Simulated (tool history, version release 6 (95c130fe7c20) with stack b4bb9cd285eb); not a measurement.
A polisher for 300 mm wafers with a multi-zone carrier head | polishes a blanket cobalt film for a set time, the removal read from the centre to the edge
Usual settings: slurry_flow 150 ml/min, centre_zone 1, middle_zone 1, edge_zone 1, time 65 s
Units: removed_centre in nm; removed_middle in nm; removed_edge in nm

run	hour	slurry_flow	centre_zone	middle_zone	edge_zone	time	wafers since the last listed run	wafers polished on this pad	hours since the slurry nozzle was cleaned	hours since the centre zone pressure was calibrated	hours since the edge zone pressure was calibrated	hours since the carrier head's membrane was replaced	incoming thickness of the incoming film, nm	removed_centre	removed_middle	removed_edge
1	0	150	1	1	1	65	0	550	261.9	710.2	1237.2	453.8	1518	272.8	286.3	308.8
# hour 12.9: slurry nozzle cleaned
2	13.5	150	1	1	1	48	67	618	0.6	723.7	1250.7	467.3	1541.7	242.6	243.4	249.3
# hour 25.8: worn pad replaced by a new one
3	31.9	150	1	1	1	75	78	32	19	742.1	1269.1	485.7	1542	370	380.3	388.6
4	48.8	150	1	1	1	75	91	124	35.9	759	1286	502.6	1521.3	375.9	383.2	391
5	66.2	150	1	1	1	75	94	218	53.3	776.4	1303.4	520	1547.5	380.4	380.8	382.6
6	98.4	150	1	1	1	65	174	393	85.5	808.6	1335.6	552.2	1532.5	326.3	327.7	336.5
7	118.5	150	1	1	0.94	65	108	502	105.6	828.7	1355.7	572.3	1486.9	315.1	319.7	323.6
8	138	150	1	1	0.94	65	105	607	125.1	848.2	1375.2	591.8	1515.4	322.2	322.2	323.2
9	160.2	150	1	1	1	65	120	728	147.3	870.4	1397.4	614	1543.3	312.9	316.5	332
# hour 169.8: worn pad replaced by a new one
10	200.5	150	1	1	1.11	85	196	166	187.6	910.7	1437.7	654.3	1507.6	402.2	411.1	449
# hour 233.3: centre zone pressure recalibrated
11	234.5	150	1	1	1	65	173	339	221.6	1.2	1471.7	688.3	1541.5	293.4	298.8	319.8
# hour 242.8: edge zone pressure recalibrated
12	255	150	0.89	0.91	0.96	53	100	440	242.1	21.7	12.2	708.8	1516.5	203.1	221.3	247.4
# hour 260.1: carrier head's membrane replaced by a new one
# hour 269.6: slurry nozzle cleaned
13	276	115	1.07	0.89	1	65	81	521	6.4	42.7	33.2	15.9	1506.5	319.6	278.5	319.1
# hour 289.2: worn pad replaced by a new one
14	315	150	1	1	1	65	189	139	45.4	81.7	72.2	54.9	1530.6	327.9	325.9	337.5
15	348.9	150	1	1.1	1	76	183	323	79.3	115.6	106.1	88.8	1503.7	372.1	422	396.1
16	362.1	150	1.04	1	0.9	65	71	395	92.5	128.8	119.3	102	1538.3	329.6	323.3	317.7

3 ways to go on from here, each from the tool as it stands after run 16. What would each give?
A	362.5	135	1	1	1	65	2	397	92.9	129.2	119.7	102.4	1496.5	?	?	?
B	362.5	150	1.11	0.89	1.07	79	2	397	92.9	129.2	119.7	102.4	1496.5	?	?	?
C	362.5	150	1.04	0.94	1	65	2	397	92.9	129.2	119.7	102.4	1496.5	?	?	?

run	removed_centre	removed_middle	removed_edge
A	309.4	317.9	324.1
B	428.7	359.2	415.2
C	330.9	309.5	330.2
Without the tool's hidden state the same runs would have given:
run	removed_centre	removed_middle	removed_edge
A	316.6	324.4	328.8
B	437.6	365.8	420.6
C	337.8	315.1	334.5
